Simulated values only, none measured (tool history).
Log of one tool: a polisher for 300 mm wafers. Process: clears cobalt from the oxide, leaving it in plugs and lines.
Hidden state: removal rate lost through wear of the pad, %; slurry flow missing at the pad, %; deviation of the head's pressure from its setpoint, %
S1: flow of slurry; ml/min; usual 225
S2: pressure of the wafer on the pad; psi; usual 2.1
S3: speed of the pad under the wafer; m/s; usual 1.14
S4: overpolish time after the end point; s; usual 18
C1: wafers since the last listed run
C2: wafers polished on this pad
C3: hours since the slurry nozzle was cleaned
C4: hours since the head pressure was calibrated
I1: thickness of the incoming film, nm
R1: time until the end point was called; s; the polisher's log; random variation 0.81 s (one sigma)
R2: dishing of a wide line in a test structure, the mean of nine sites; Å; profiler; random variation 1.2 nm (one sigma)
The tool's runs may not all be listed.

run,hour,S1,S2,S3,S4,C1,C2,C3,C4,I1,R1,R2
1,0,225,2.1,1.14,18,0,1443,22.6,192.6,283.8,55.9,458
2,42.1,225,2.1,1.14,18,281,1724,64.7,234.7,280.9,55.1,468
# hour 68.1: worn pad replaced by a new one
3,110.5,225,2.1,1.14,18,431,283,133.1,303.1,283,51.3,488
4,178.8,225,2.1,1.14,18,457,741,201.4,371.4,279.7,50.9,456
# hour 235.7: head pressure recalibrated
5,283.1,225,2.1,1.14,18,684,1426,305.7,47.4,283.9,56.9,456
6,376.7,225,2.1,1.14,18,626,2052,399.3,141,274.6,55.5,457
# hour 433: worn pad replaced by a new one
7,433.5,225,2.1,1.14,18,353,3,456.1,197.8,274.4,50.5,496
8,510,225,2.1,1.14,18,512,515,532.6,274.3,284,54.6,468
9,571.6,225,2.1,1.34,18,412,927,594.2,335.9,279.8,48.5,493
10,624.9,225,2.1,1.34,18,356,1284,647.5,389.2,279.8,48.5,474
# hour 689.6: head pressure recalibrated
11,719.9,180,2.1,1.14,10,622,1907,742.5,30.3,280.1,60.5,329
# hour 738: slurry nozzle cleaned
12,767.5,295,2.8,0.88,18,312,2219,29.5,77.9,279.1,50.9,487
# hour 787.7: worn pad replaced by a new one
13,851,225,1.5,1.24,18,532,423,113,161.4,277.6,68.1,437
14,932.8,225,2.1,1.14,18,547,971,194.8,243.2,279.7,53.5,462
15,997.5,165,2.1,0.98,18,433,1404,259.5,307.9,279.9,66.3,441
# hour 1069.9: worn pad replaced by a new one
16,1091.4,225,2.1,1.14,18,601,144,353.4,401.8,281.2,52.2,457
# hour 1107.7: head pressure recalibrated
# hour 1384.6: worn pad replaced by a new one
17,1391,225,1.6,1.14,8,1965,42,653,283.3,279.2,69.2,257
18,1441.3,225,2.1,1.14,18,336,379,703.3,333.6,284.5,55.8,458
# hour 1523: head pressure recalibrated
19,1530.3,260,2.7,1.14,14,582,962,792.3,7.3,284.3,44.3,465
# hour 1553.1: slurry nozzle cleaned
20,1570.9,225,1.7,1.14,18,265,1227,17.8,47.9,278.5,66.2,428
21,1655.3,225,2.7,0.8,18,565,1792,102.2,132.3,280.9,55.8,475

Forecast each of these 3 alternatives for the next run:
A,1655.8,225,2.1,1.14,18,3,1795,102.7,132.8,280,?,?
B,1655.8,225,2.7,0.78,25,3,1795,102.7,132.8,280,?,?
C,1655.8,225,2.3,0.88,18,3,1795,102.7,132.8,280,?,?

run,R1,R2
A,55.2,482
B,56.6,532
C,61,463
Without the tool's hidden state the same runs would have given:
run,R1,R2
A,48.5,505
B,49.8,548
C,53.7,488
